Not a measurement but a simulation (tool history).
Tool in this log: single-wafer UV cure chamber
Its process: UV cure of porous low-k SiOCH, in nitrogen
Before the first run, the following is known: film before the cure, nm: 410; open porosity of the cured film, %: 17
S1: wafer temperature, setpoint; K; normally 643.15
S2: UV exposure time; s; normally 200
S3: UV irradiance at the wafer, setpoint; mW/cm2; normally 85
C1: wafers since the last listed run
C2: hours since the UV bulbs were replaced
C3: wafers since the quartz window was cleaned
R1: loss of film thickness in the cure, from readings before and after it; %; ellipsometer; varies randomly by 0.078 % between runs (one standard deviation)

run 1 hour=0.0 | S1=643.15 S2=200 S3=85 | C1=0 C2=929.2 C3=1009 | R1=7.431
run 2 hour=32.3 | S1=643.15 S2=200 S3=85 | C1=109 C2=961.5 C3=1119 | R1=7.441
-- hour=66.0 quartz window cleaned
run 3 hour=66.5 | S1=643.15 S2=200 S3=85 | C1=89 C2=995.7 C3=1 | R1=7.410
run 4 hour=100.6 | S1=658.15 S2=200 S3=75 | C1=115 C2=1029.8 C3=117 | R1=7.048
run 5 hour=120.5 | S1=658.15 S2=200 S3=75 | C1=67 C2=1049.7 C3=185 | R1=7.024
run 6 hour=151.1 | S1=658.15 S2=200 S3=75 | C1=104 C2=1080.3 C3=289 | R1=6.902
run 7 hour=178.5 | S1=658.15 S2=200 S3=73 | C1=93 C2=1107.7 C3=382 | R1=6.855
run 8 hour=198.0 | S1=658.15 S2=200 S3=73 | C1=66 C2=1127.2 C3=448 | R1=6.735
run 9 hour=216.6 | S1=658.15 S2=200 S3=73 | C1=63 C2=1145.8 C3=511 | R1=6.682
-- hour=228.2 UV bulbs replaced
run 10 hour=288.6 | S1=637.15 S2=295 S3=56 | C1=217 C2=60.4 C3=729 | R1=8.296
run 11 hour=302.7 | S1=654.15 S2=265 S3=111 | C1=47 C2=74.5 C3=777 | R1=11.117
run 12 hour=320.8 | S1=635.15 S2=200 S3=114 | C1=61 C2=92.6 C3=838 | R1=9.556
run 13 hour=345.3 | S1=643.15 S2=200 S3=85 | C1=83 C2=117.1 C3=922 | R1=8.413
run 14 hour=378.2 | S1=633.15 S2=200 S3=60 | C1=111 C2=150.0 C3=1034 | R1=6.872
-- hour=400.3 quartz window cleaned
run 15 hour=410.3 | S1=651.15 S2=285 S3=71 | C1=81 C2=182.1 C3=33 | R1=9.205
run 16 hour=432.8 | S1=656.15 S2=100 S3=118 | C1=76 C2=204.6 C3=110 | R1=7.092
run 17 hour=457.5 | S1=653.15 S2=305 S3=55 | C1=83 C2=229.3 C3=194 | R1=8.346
run 18 hour=470.2 | S1=643.15 S2=200 S3=104 | C1=43 C2=242.0 C3=237 | R1=9.121
run 19 hour=501.7 | S1=643.15 S2=200 S3=85 | C1=107 C2=273.5 C3=344 | R1=8.258

Consider 5 possible next runs. They are alternatives, not a sequence: every one starts from the tool as it was left by run 19. What does each give?
run A hour=502.2 | S1=643.15 S2=200 S3=85 | C1=1 C2=274.0 C3=346 | R1=?
run B hour=502.2 | S1=658.15 S2=265 S3=50 | C1=1 C2=274.0 C3=346 | R1=?
run C hour=502.2 | S1=643.15 S2=300 S3=85 | C1=1 C2=274.0 C3=346 | R1=?
run D hour=502.2 | S1=633.15 S2=145 S3=99 | C1=1 C2=274.0 C3=346 | R1=?
run E hour=502.2 | S1=634.15 S2=265 S3=121 | C1=1 C2=274.0 C3=346 | R1=?

run=A R1=8.211
run=B R1=7.477
run=C R1=9.862
run=D R1=7.384
run=E R1=10.668
Stripped of hidden state, with their random variation kept, the same runs would have yielded:
run=A R1=8.694
run=B R1=7.948
run=C R1=10.371
run=D R1=7.852
run=E R1=11.189
